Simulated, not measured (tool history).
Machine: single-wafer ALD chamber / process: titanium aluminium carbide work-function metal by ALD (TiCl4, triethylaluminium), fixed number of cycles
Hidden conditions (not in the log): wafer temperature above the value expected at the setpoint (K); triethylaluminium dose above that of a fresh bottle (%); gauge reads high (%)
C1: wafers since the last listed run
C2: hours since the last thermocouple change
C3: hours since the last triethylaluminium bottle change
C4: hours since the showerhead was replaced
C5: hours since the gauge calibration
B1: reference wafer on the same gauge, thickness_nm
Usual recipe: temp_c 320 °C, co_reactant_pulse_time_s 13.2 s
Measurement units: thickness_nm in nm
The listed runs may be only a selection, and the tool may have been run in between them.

Run 1, hour 0: usual settings but co_reactant_pulse_time_s 17.14 s; C1 0; C2 2239.1; C3 1450.6; C4 4138.5; C5 379.1; B1 2.011. Result: thickness_nm 2.329 nm.
Run 2, hour 17.7: usual settings; C1 119; C2 2256.8; C3 1468.3; C4 4156.2; C5 396.8; B1 2.01. Result: thickness_nm 2.302 nm.
Run 3, hour 41.8: usual settings; C1 162; C2 2280.9; C3 1492.4; C4 4180.3; C5 420.9; B1 2.01. Result: thickness_nm 2.302 nm.
Run 4, hour 73.4: usual settings; C1 212; C2 2312.5; C3 1524; C4 4211.9; C5 452.5; B1 2.01. Result: thickness_nm 2.301 nm.
Run 5, hour 91.5: usual settings but co_reactant_pulse_time_s 14.33 s; C1 121; C2 2330.6; C3 1542.1; C4 4230; C5 470.6; B1 2.01. Result: thickness_nm 2.299 nm.
Run 6, hour 110.2: usual settings but temp_c 328 °C, co_reactant_pulse_time_s 10.52 s; C1 125; C2 2349.3; C3 1560.8; C4 4248.7; C5 489.3; B1 2.009. Result: thickness_nm 2.328 nm.
Run 7, hour 140.9: usual settings but temp_c 328 °C, co_reactant_pulse_time_s 10.52 s; C1 206; C2 2380; C3 1591.5; C4 4279.4; C5 520; B1 2.011. Result: thickness_nm 2.32 nm.
Run 8, hour 163: usual settings but temp_c 328 °C, co_reactant_pulse_time_s 10.52 s; C1 148; C2 2402.1; C3 1613.6; C4 4301.5; C5 542.1; B1 2.01. Result: thickness_nm 2.333 nm.
Run 9, hour 192.1: usual settings but co_reactant_pulse_time_s 8.16 s; C1 195; C2 2431.2; C3 1642.7; C4 4330.6; C5 571.2; B1 2.01. Result: thickness_nm 2.212 nm.
At hour 207.2: thermocouple changed; heater temperature recalibrated.
At hour 232.4: triethylaluminium bottle replaced.
Run 10, hour 287.6: usual settings but temp_c 332 °C, co_reactant_pulse_time_s 11.08 s; C1 534; C2 80.4; C3 55.2; C4 4426.1; C5 666.7; B1 2.011. Result: thickness_nm 2.408 nm.
At hour 299.2: gauge calibrated.
Run 11, hour 303.1: usual settings but temp_c 309 °C, co_reactant_pulse_time_s 18.34 s; C1 104; C2 95.9; C3 70.7; C4 4441.6; C5 3.9; B1 2.01. Result: thickness_nm 2.263 nm.
Run 12, hour 330.6: usual settings but temp_c 309 °C, co_reactant_pulse_time_s 18.34 s; C1 185; C2 123.4; C3 98.2; C4 4469.1; C5 31.4; B1 2.01. Result: thickness_nm 2.262 nm.
Run 13, hour 345.8: usual settings but temp_c 324 °C; C1 102; C2 138.6; C3 113.4; C4 4484.3; C5 46.6; B1 2.01. Result: thickness_nm 2.364 nm.
Run 14, hour 363: usual settings; C1 115; C2 155.8; C3 130.6; C4 4501.5; C5 63.8; B1 2.01. Result: thickness_nm 2.326 nm.
Run 15, hour 396.8: usual settings but temp_c 327 °C, co_reactant_pulse_time_s 9.31 s; C1 227; C2 189.6; C3 164.4; C4 4535.3; C5 97.6; B1 2.011. Result: thickness_nm 2.356 nm.
Run 16, hour 428.6: usual settings but temp_c 331 °C, co_reactant_pulse_time_s 15.54 s; C1 213; C2 221.4; C3 196.2; C4 4567.1; C5 129.4; B1 2.01. Result: thickness_nm 2.439 nm.
Run 17, hour 458.1: usual settings but temp_c 326 °C, co_reactant_pulse_time_s 14.91 s; C1 198; C2 250.9; C3 225.7; C4 4596.6; C5 158.9; B1 2.01. Result: thickness_nm 2.376 nm.
At hour 480.4: showerhead replaced.
Run 18, hour 485.7: usual settings but temp_c 310 °C, co_reactant_pulse_time_s 9.69 s; C1 131; C2 278.5; C3 253.3; C4 5.3; C5 186.5; B1 2.01. Result: thickness_nm 2.213 nm.
Run 19, hour 513.9: usual settings but temp_c 326 °C, co_reactant_pulse_time_s 10.51 s; C1 189; C2 306.7; C3 281.5; C4 33.5; C5 214.7; B1 2.01. Result: thickness_nm 2.337 nm.
Run 20, hour 542.4: usual settings; C1 191; C2 335.2; C3 310; C4 62; C5 243.2; B1 2.01. Result: thickness_nm 2.329 nm.
Run 21, hour 566.2: usual settings; C1 160; C2 359; C3 333.8; C4 85.8; C5 267; B1 2.009. Result: thickness_nm 2.313 nm.
Run 22, hour 660.1: usual settings; C1 631; C2 452.9; C3 427.7; C4 179.7; C5 360.9; B1 2.011. Result: thickness_nm 2.305 nm.
Run 23, hour 693.9: usual settings but temp_c 324 °C; C1 227; C2 486.7; C3 461.5; C4 213.5; C5 394.7; B1 2.011. Result: thickness_nm 2.341 nm.
Run 24, hour 720.3: usual settings but temp_c 315 °C, co_reactant_pulse_time_s 8.83 s; C1 177; C2 513.1; C3 487.9; C4 239.9; C5 421.1; B1 2.009. Result: thickness_nm 2.207 nm.
Run 25, hour 739.9: usual settings but temp_c 324 °C, co_reactant_pulse_time_s 14.92 s; C1 131; C2 532.7; C3 507.5; C4 259.5; C5 440.7; B1 2.011. Result: thickness_nm 2.36 nm.
Run 26, hour 773.5: usual settings but co_reactant_pulse_time_s 8.44 s; C1 226; C2 566.3; C3 541.1; C4 293.1; C5 474.3; B1 2.009. Result: thickness_nm 2.254 nm.
Run 27, hour 801.2: usual settings but temp_c 312 °C; C1 186; C2 594; C3 568.8; C4 320.8; C5 502; B1 2.009. Result: thickness_nm 2.239 nm.
Run 28, hour 826.2: usual settings but temp_c 306 °C, co_reactant_pulse_time_s 10.77 s; C1 168; C2 619; C3 593.8; C4 345.8; C5 527; B1 2.01. Result: thickness_nm 2.173 nm.
Run 29, hour 854.2: usual settings; C1 188; C2 647; C3 621.8; C4 373.8; C5 555; B1 2.01. Result: thickness_nm 2.311 nm.
Run 30, hour 878.9: usual settings but temp_c 329 °C, co_reactant_pulse_time_s 14.55 s; C1 166; C2 671.7; C3 646.5; C4 398.5; C5 579.7; B1 2.011. Result: thickness_nm 2.399 nm.
Run 31, hour 913.1: usual settings but co_reactant_pulse_time_s 17.76 s; C1 230; C2 705.9; C3 680.7; C4 432.7; C5 613.9; B1 2.009. Result: thickness_nm 2.335 nm.
Run 32, hour 944: usual settings but temp_c 307 °C; C1 207; C2 736.8; C3 711.6; C4 463.6; C5 644.8; B1 2.01. Result: thickness_nm 2.212 nm.
Run 33, hour 979.1: usual settings but temp_c 332 °C, co_reactant_pulse_time_s 17.27 s; C1 236; C2 771.9; C3 746.7; C4 498.7; C5 679.9; B1 2.009. Result: thickness_nm 2.424 nm.

Some steps in thickness_nm, run to run, broken into two amounts with sign: the step expected even without the hidden condition (settings, incoming material, random variation), and the rest, left for the hidden condition together with whatever gauge scatter is not in both the measured and the hidden-condition-free result:
Run 5 -> 6: temp_c 320 -> 328, co_reactant_pulse_time_s 14.33 -> 10.52. thickness_nm +0.029 nm: hidden state -0.025, all else +0.054.
Run 9 -> 10: temp_c 320 -> 332, co_reactant_pulse_time_s 8.16 -> 11.08, thermocouple changed; heater temperature recalibrated, triethylaluminium bottle replaced. thickness_nm +0.196 nm: hidden state +0.072, all else +0.124.
Run 17 -> 18: temp_c 326 -> 310, co_reactant_pulse_time_s 14.91 -> 9.69, showerhead replaced. thickness_nm -0.163 nm: hidden state -0.011, all else -0.152.
Run 25 -> 26: temp_c 324 -> 320, co_reactant_pulse_time_s 14.92 -> 8.44. thickness_nm -0.106 nm: hidden state -0.027, all else -0.079.
Run 32 -> 33: temp_c 307 -> 332, co_reactant_pulse_time_s 13.2 -> 17.27. thickness_nm +0.212 nm: hidden state +0.009, all else +0.203.
